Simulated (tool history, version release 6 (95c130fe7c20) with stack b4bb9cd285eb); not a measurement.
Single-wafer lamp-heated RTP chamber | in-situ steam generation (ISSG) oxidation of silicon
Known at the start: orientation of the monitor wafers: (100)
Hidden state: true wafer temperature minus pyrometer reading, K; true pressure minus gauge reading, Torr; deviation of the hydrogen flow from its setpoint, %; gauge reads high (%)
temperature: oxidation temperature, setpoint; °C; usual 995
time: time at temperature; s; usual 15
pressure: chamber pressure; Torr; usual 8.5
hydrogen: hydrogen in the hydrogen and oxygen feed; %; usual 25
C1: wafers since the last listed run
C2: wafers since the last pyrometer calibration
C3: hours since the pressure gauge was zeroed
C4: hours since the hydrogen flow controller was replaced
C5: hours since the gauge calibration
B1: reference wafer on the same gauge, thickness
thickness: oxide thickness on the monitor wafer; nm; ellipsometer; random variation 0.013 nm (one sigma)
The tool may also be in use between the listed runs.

run 1 hour=0.0 | temperature=985 time=15 pressure=8.5 hydrogen=25 | C1=0 C2=2845 C3=2184.4 C4=4164.6 C5=709.6 | B1=6.160 | thickness=5.129
run 2 hour=35.7 | temperature=985 time=15 pressure=8.5 hydrogen=25 | C1=377 C2=3223 C3=2220.1 C4=4200.3 C5=745.3 | B1=6.161 | thickness=5.130
run 3 hour=68.3 | temperature=995 time=15 pressure=8.5 hydrogen=32 | C1=344 C2=3568 C3=2252.7 C4=4232.9 C5=777.9 | B1=6.161 | thickness=5.651
run 4 hour=126.0 | temperature=995 time=15 pressure=8.5 hydrogen=32 | C1=610 C2=4178 C3=2310.4 C4=4290.6 C5=835.6 | B1=6.163 | thickness=5.641
run 5 hour=177.5 | temperature=995 time=15 pressure=8.5 hydrogen=25 | C1=544 C2=4722 C3=2361.9 C4=4342.1 C5=887.1 | B1=6.155 | thickness=5.291
run 6 hour=205.1 | temperature=995 time=15 pressure=7.7 hydrogen=25 | C1=291 C2=5014 C3=2389.5 C4=4369.7 C5=914.7 | B1=6.161 | thickness=5.325
run 7 hour=234.8 | temperature=995 time=15 pressure=7.7 hydrogen=25 | C1=314 C2=5328 C3=2419.2 C4=4399.4 C5=944.4 | B1=6.163 | thickness=5.327
run 8 hour=274.7 | temperature=995 time=15 pressure=7.7 hydrogen=25 | C1=421 C2=5750 C3=2459.1 C4=4439.3 C5=984.3 | B1=6.158 | thickness=5.354
-- hour=346.8 pressure gauge zeroed
run 9 hour=347.3 | temperature=995 time=15 pressure=8.5 hydrogen=25 | C1=683 C2=6433 C3=0.5 C4=4511.9 C5=1056.9 | B1=6.154 | thickness=5.306
-- hour=356.1 pyrometer window cleaned and pyrometer calibrated
run 10 hour=377.7 | temperature=995 time=15 pressure=8.5 hydrogen=25 | C1=236 C2=228 C3=30.9 C4=4542.3 C5=1087.3 | B1=6.157 | thickness=5.257
run 11 hour=419.8 | temperature=995 time=15 pressure=8.5 hydrogen=25 | C1=445 C2=673 C3=73.0 C4=4584.4 C5=1129.4 | B1=6.162 | thickness=5.266
run 12 hour=467.4 | temperature=995 time=15 pressure=8.5 hydrogen=25 | C1=503 C2=1177 C3=120.6 C4=4632.0 C5=1177.0 | B1=6.159 | thickness=5.271
-- hour=484.4 hydrogen flow controller replaced
run 13 hour=517.3 | temperature=1015 time=20 pressure=7.5 hydrogen=15 | C1=443 C2=1620 C3=170.5 C4=32.9 C5=1226.9 | B1=6.156 | thickness=5.798
run 14 hour=571.3 | temperature=995 time=15 pressure=8.5 hydrogen=21 | C1=570 C2=2191 C3=224.5 C4=86.9 C5=1280.9 | B1=6.161 | thickness=5.048
run 15 hour=662.5 | temperature=995 time=20 pressure=7.9 hydrogen=25 | C1=964 C2=3155 C3=315.7 C4=178.1 C5=1372.1 | B1=6.162 | thickness=6.026
-- hour=663.9 gauge calibrated
run 16 hour=716.7 | temperature=988 time=15 pressure=8.5 hydrogen=25 | C1=573 C2=3728 C3=369.9 C4=232.3 C5=52.8 | B1=6.160 | thickness=5.165
run 17 hour=819.2 | temperature=995 time=15 pressure=8.5 hydrogen=25 | C1=1083 C2=4812 C3=472.4 C4=334.8 C5=155.3 | B1=6.157 | thickness=5.313
run 18 hour=875.4 | temperature=982 time=15 pressure=7.9 hydrogen=25 | C1=594 C2=5406 C3=528.6 C4=391.0 C5=211.5 | B1=6.158 | thickness=5.105
run 19 hour=907.2 | temperature=995 time=17 pressure=8.5 hydrogen=25 | C1=336 C2=5743 C3=560.4 C4=422.8 C5=243.3 | B1=6.160 | thickness=5.614
run 20 hour=970.6 | temperature=988 time=20 pressure=7.4 hydrogen=29 | C1=670 C2=6413 C3=623.8 C4=486.2 C5=306.7 | B1=6.159 | thickness=6.150
-- hour=991.7 pyrometer window cleaned and pyrometer calibrated
run 21 hour=1017.6 | temperature=976 time=15 pressure=8.5 hydrogen=25 | C1=412 C2=274 C3=670.8 C4=533.2 C5=353.7 | B1=6.163 | thickness=4.922
run 22 hour=1049.9 | temperature=979 time=19 pressure=7.6 hydrogen=25 | C1=341 C2=615 C3=703.1 C4=565.5 C5=386.0 | B1=6.161 | thickness=5.520
run 23 hour=1074.7 | temperature=1007 time=17 pressure=8.5 hydrogen=19 | C1=262 C2=878 C3=727.9 C4=590.3 C5=410.8 | B1=6.164 | thickness=5.468
run 24 hour=1106.6 | temperature=978 time=17 pressure=9.7 hydrogen=25 | C1=337 C2=1215 C3=759.8 C4=622.2 C5=442.7 | B1=6.160 | thickness=5.147
run 25 hour=1137.6 | temperature=1007 time=17 pressure=8.5 hydrogen=19 | C1=327 C2=1543 C3=790.8 C4=653.2 C5=473.7 | B1=6.165 | thickness=5.472

Hidden state or all else? Some run-to-run changes of thickness, split into what the settings, what came in and random variation would give without the hidden state, and what is left for the hidden state (with any gauge scatter that isn't in both results):
Run 9 -> 10: pyrometer window cleaned and pyrometer calibrated. thickness -0.049 nm: hidden state -0.071, all else +0.022.
Run 14 -> 15: time 15 -> 20, pressure 8.5 -> 7.9, hydrogen 21 -> 25. thickness +0.978 nm: hidden state +0.030, all else +0.948.
Run 20 -> 21: temperature 988 -> 976, time 20 -> 15, pressure 7.4 -> 8.5, hydrogen 29 -> 25, pyrometer window cleaned and pyrometer calibrated. thickness -1.228 nm: hidden state -0.087, all else -1.141.
